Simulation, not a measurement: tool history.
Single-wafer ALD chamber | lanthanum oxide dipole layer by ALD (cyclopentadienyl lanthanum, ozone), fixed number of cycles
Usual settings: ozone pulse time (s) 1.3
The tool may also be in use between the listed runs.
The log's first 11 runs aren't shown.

| run | day | ozone pulse time (s) | wafers since the last listed run | hours since the last thermocouple change | hours since the last ozone generator service | hours since the showerhead was replaced | hours since the gauge calibration | read-back reference wafer on the same gauge, thickness_nm | mean film thickness on the monitor wafer (nm) |
|---|---|---|---|---|---|---|---|---|---|
| 12 | 13.054 | 0.83 | 368 | 1750.5 | 1278.7 | 160.5 | 1077.2 | 0.57 | 0.457 |
| 13 | 14.017 | 1.3 | 595 | 1773.6 | 1301.8 | 183.6 | 1100.3 | 0.57 | 0.496 |
| 14 | 15.438 | 1.65 | 878 | 1807.7 | 1335.9 | 217.7 | 1134.4 | 0.57 | 0.516 |
| 15 | 15.996 | 1.3 | 345 | 1821.1 | 1349.3 | 231.1 | 1147.8 | 0.57 | 0.499 |
| 16 | 16.796 | 1.64 | 494 | 1840.3 | 1368.5 | 250.3 | 1167 | 0.57 | 0.516 |
| 17 | 17.321 | 1.01 | 324 | 1852.9 | 1381.1 | 262.9 | 1179.6 | 0.57 | 0.469 |
| 18 | 17.925 | 1.71 | 373 | 1867.4 | 1395.6 | 277.4 | 1194.1 | 0.57 | 0.515 |
| 19 | 19.183 | 1.78 | 778 | 1897.6 | 1425.8 | 307.6 | 1224.3 | 0.57 | 0.521 |
| 20 | 20.596 | 0.9 | 873 | 1931.5 | 1459.7 | 341.5 | 1258.2 | 0.57 | 0.46 |
|  | 21.079 | gauge calibrated |
|  | 22.9 | ozone generator serviced |
| 21 | 24.317 | 1.3 | 2095 | 2020.8 | 34 | 430.8 | 77.7 | 0.57 | 0.508 |
| 22 | 25.046 | 1.58 | 451 | 2038.3 | 51.5 | 448.3 | 95.2 | 0.57 | 0.521 |
| 23 | 26.129 | 1.69 | 670 | 2064.3 | 77.5 | 474.3 | 121.2 | 0.57 | 0.523 |
| 24 | 27.167 | 1.7 | 641 | 2089.2 | 102.4 | 499.2 | 146.1 | 0.57 | 0.523 |
|  | 28.746 | thermocouple changed; heater temperature recalibrated |
| 25 | 28.954 | 1.48 | 899 | 5 | 145.3 | 542.1 | 189 | 0.57 | 0.516 |
| 26 | 30.283 | 1.3 | 822 | 36.9 | 177.2 | 574 | 220.9 | 0.57 | 0.505 |
| 27 | 31.488 | 1.3 | 744 | 65.8 | 206.1 | 602.9 | 249.8 | 0.57 | 0.504 |
| 28 | 32.058 | 1.76 | 353 | 79.5 | 219.8 | 616.6 | 263.5 | 0.57 | 0.526 |
| 29 | 33.379 | 1.47 | 817 | 111.2 | 251.5 | 648.3 | 295.2 | 0.57 | 0.515 |
| 30 | 37.229 | 1.3 | 2381 | 203.6 | 343.9 | 740.7 | 387.6 | 0.57 | 0.505 |
| 31 | 38.488 | 1 | 778 | 233.8 | 374.1 | 770.9 | 417.8 | 0.57 | 0.485 |
| 32 | 39.338 | 1.3 | 525 | 254.2 | 394.5 | 791.3 | 438.2 | 0.57 | 0.504 |
| 33 | 40 | 1.81 | 409 | 270.1 | 410.4 | 807.2 | 454.1 | 0.57 | 0.527 |

5 ways to go on from here, each from the tool as it stands after run 33. What would each give?
| A | 40.017 | 1.3 | 10 | 270.5 | 410.8 | 807.6 | 454.5 | ? | ? |
| B | 40.017 | 0.84 | 10 | 270.5 | 410.8 | 807.6 | 454.5 | ? | ? |
| C | 40.017 | 1.56 | 10 | 270.5 | 410.8 | 807.6 | 454.5 | ? | ? |
| D | 40.017 | 0.82 | 10 | 270.5 | 410.8 | 807.6 | 454.5 | ? | ? |
| E | 40.017 | 0.93 | 10 | 270.5 | 410.8 | 807.6 | 454.5 | ? | ? |

| run | read-back reference wafer on the same gauge, thickness_nm | mean film thickness on the monitor wafer (nm) |
|---|---|---|
| A | 0.57 | 0.506 |
| B | 0.57 | 0.468 |
| C | 0.57 | 0.519 |
| D | 0.57 | 0.465 |
| E | 0.57 | 0.477 |
Without the tool's hidden state the same runs would have given:
| run | mean film thickness on the monitor wafer (nm) |
|---|---|
| A | 0.508 |
| B | 0.47 |
| C | 0.52 |
| D | 0.468 |
| E | 0.479 |
